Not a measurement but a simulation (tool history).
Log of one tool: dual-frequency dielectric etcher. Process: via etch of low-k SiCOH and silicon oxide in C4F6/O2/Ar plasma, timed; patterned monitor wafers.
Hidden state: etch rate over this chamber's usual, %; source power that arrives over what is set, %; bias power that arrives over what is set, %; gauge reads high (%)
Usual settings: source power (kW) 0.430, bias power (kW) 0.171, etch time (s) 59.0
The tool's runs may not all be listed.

| run | hour | source power (kW) | bias power (kW) | etch time (s) | wafers since the last listed run | hours since the last wet clean | hours since the last source power generator calibration | hours since the last bias power generator calibration | hours since the last upper electrode change | hours since the gauge calibration | read-back reference wafer on the same gauge, depth_nm | mean etch depth across the wafer (Å) |
|---|---|---|---|---|---|---|---|---|---|---|---|---|
| 1 | 0.0 | 0.430 | 0.171 | 59.0 | 0 | 263.2 | 3058.4 | 2794.4 | 4927.6 | 4.8 | 167.0 | 1519 |
| 2 | 41.2 | 0.430 | 0.171 | 59.0 | 688 | 304.4 | 3099.6 | 2835.6 | 4968.8 | 46.0 | 167.1 | 1518 |
| 3 | 106.7 | 0.430 | 0.171 | 72.5 | 1094 | 369.9 | 3165.1 | 2901.1 | 5034.3 | 111.5 | 167.0 | 1880 |
|  | 192.8 | wet clean of the chamber |
| 4 | 193.3 | 0.430 | 0.171 | 72.5 | 1046 | 0.5 | 3251.7 | 2987.7 | 5120.9 | 198.1 | 167.1 | 1857 |
| 5 | 328.1 | 0.430 | 0.171 | 72.5 | 2252 | 135.3 | 3386.5 | 3122.5 | 5255.7 | 332.9 | 167.0 | 1866 |
| 6 | 359.8 | 0.430 | 0.171 | 59.0 | 529 | 167.0 | 3418.2 | 3154.2 | 5287.4 | 364.6 | 167.0 | 1528 |
| 7 | 404.8 | 0.430 | 0.171 | 59.0 | 752 | 212.0 | 3463.2 | 3199.2 | 5332.4 | 409.6 | 167.0 | 1527 |
| 8 | 446.0 | 0.430 | 0.171 | 51.0 | 688 | 253.2 | 3504.4 | 3240.4 | 5373.6 | 450.8 | 167.0 | 1326 |
| 9 | 490.2 | 0.430 | 0.171 | 47.0 | 738 | 297.4 | 3548.6 | 3284.6 | 5417.8 | 495.0 | 167.0 | 1227 |
| 10 | 542.4 | 0.430 | 0.171 | 63.5 | 872 | 349.6 | 3600.8 | 3336.8 | 5470.0 | 547.2 | 166.9 | 1662 |
| 11 | 586.2 | 0.500 | 0.171 | 59.0 | 732 | 393.4 | 3644.6 | 3380.6 | 5513.8 | 591.0 | 167.1 | 1670 |
|  | 657.0 | wet clean of the chamber |
|  | 738.6 | bias power generator calibrated |
| 12 | 743.4 | 0.500 | 0.171 | 59.0 | 2159 | 86.4 | 3801.8 | 4.8 | 5671.0 | 748.2 | 167.0 | 1637 |
|  | 772.2 | source power generator calibrated |
| 13 | 802.0 | 0.500 | 0.171 | 59.0 | 912 | 145.0 | 29.8 | 63.4 | 5729.6 | 806.8 | 167.0 | 1613 |
| 14 | 856.4 | 0.430 | 0.171 | 59.0 | 909 | 199.4 | 84.2 | 117.8 | 5784.0 | 861.2 | 167.0 | 1503 |
| 15 | 898.1 | 0.430 | 0.171 | 49.0 | 696 | 241.1 | 125.9 | 159.5 | 5825.7 | 902.9 | 167.1 | 1249 |
| 16 | 969.7 | 0.490 | 0.171 | 48.5 | 1196 | 312.7 | 197.5 | 231.1 | 5897.3 | 974.5 | 167.0 | 1326 |
|  | 1021.4 | upper electrode replaced |
| 17 | 1021.9 | 0.430 | 0.171 | 49.0 | 471 | 364.9 | 249.7 | 283.3 | 0.5 | 1026.7 | 167.0 | 1258 |
| 18 | 1067.5 | 0.430 | 0.171 | 59.0 | 762 | 410.5 | 295.3 | 328.9 | 46.1 | 1072.3 | 167.0 | 1516 |
|  | 1120.2 | gauge calibrated |
|  | 1137.3 | wet clean of the chamber |
| 19 | 1137.8 | 0.430 | 0.128 | 50.0 | 773 | 0.5 | 365.6 | 399.2 | 116.4 | 17.6 | 167.0 | 1205 |
| 20 | 1185.0 | 0.430 | 0.171 | 63.5 | 788 | 47.7 | 412.8 | 446.4 | 163.6 | 64.8 | 167.0 | 1601 |
| 21 | 1239.3 | 0.430 | 0.171 | 72.5 | 907 | 102.0 | 467.1 | 500.7 | 217.9 | 119.1 | 167.0 | 1833 |
| 22 | 1283.0 | 0.430 | 0.184 | 59.0 | 730 | 145.7 | 510.8 | 544.4 | 261.6 | 162.8 | 167.0 | 1519 |
| 23 | 1352.1 | 0.430 | 0.171 | 50.0 | 1154 | 214.8 | 579.9 | 613.5 | 330.7 | 231.9 | 167.0 | 1279 |
| 24 | 1398.7 | 0.430 | 0.171 | 59.0 | 778 | 261.4 | 626.5 | 660.1 | 377.3 | 278.5 | 167.0 | 1510 |
| 25 | 1435.7 | 0.330 | 0.159 | 48.0 | 618 | 298.4 | 663.5 | 697.1 | 414.3 | 315.5 | 167.0 | 1056 |
| 26 | 1460.8 | 0.350 | 0.171 | 59.0 | 419 | 323.5 | 688.6 | 722.2 | 439.4 | 340.6 | 166.9 | 1356 |
| 27 | 1494.9 | 0.520 | 0.143 | 42.5 | 569 | 357.6 | 722.7 | 756.3 | 473.5 | 374.7 | 167.0 | 1174 |
| 28 | 1537.1 | 0.490 | 0.171 | 53.5 | 705 | 399.8 | 764.9 | 798.5 | 515.7 | 416.9 | 167.1 | 1468 |

5 ways to go on from here, each from the tool as it stands after run 28. What would each give?
| A | 1537.5 | 0.430 | 0.171 | 74.0 | 6 | 400.2 | 765.3 | 798.9 | 516.1 | 417.3 | ? | ? |
| B | 1537.5 | 0.430 | 0.171 | 69.5 | 6 | 400.2 | 765.3 | 798.9 | 516.1 | 417.3 | ? | ? |
| C | 1537.5 | 0.460 | 0.171 | 68.0 | 6 | 400.2 | 765.3 | 798.9 | 516.1 | 417.3 | ? | ? |
| D | 1537.5 | 0.390 | 0.145 | 59.0 | 6 | 400.2 | 765.3 | 798.9 | 516.1 | 417.3 | ? | ? |
| E | 1537.5 | 0.350 | 0.148 | 71.0 | 6 | 400.2 | 765.3 | 798.9 | 516.1 | 417.3 | ? | ? |

| run | read-back reference wafer on the same gauge, depth_nm | mean etch depth across the wafer (Å) |
|---|---|---|
| A | 166.9 | 1910 |
| B | 166.9 | 1794 |
| C | 166.9 | 1816 |
| D | 166.9 | 1412 |
| E | 166.9 | 1607 |
Without the tool's hidden state the same runs would have given:
| run | mean etch depth across the wafer (Å) |
|---|---|
| A | 1866 |
| B | 1752 |
| C | 1774 |
| D | 1379 |
| E | 1570 |
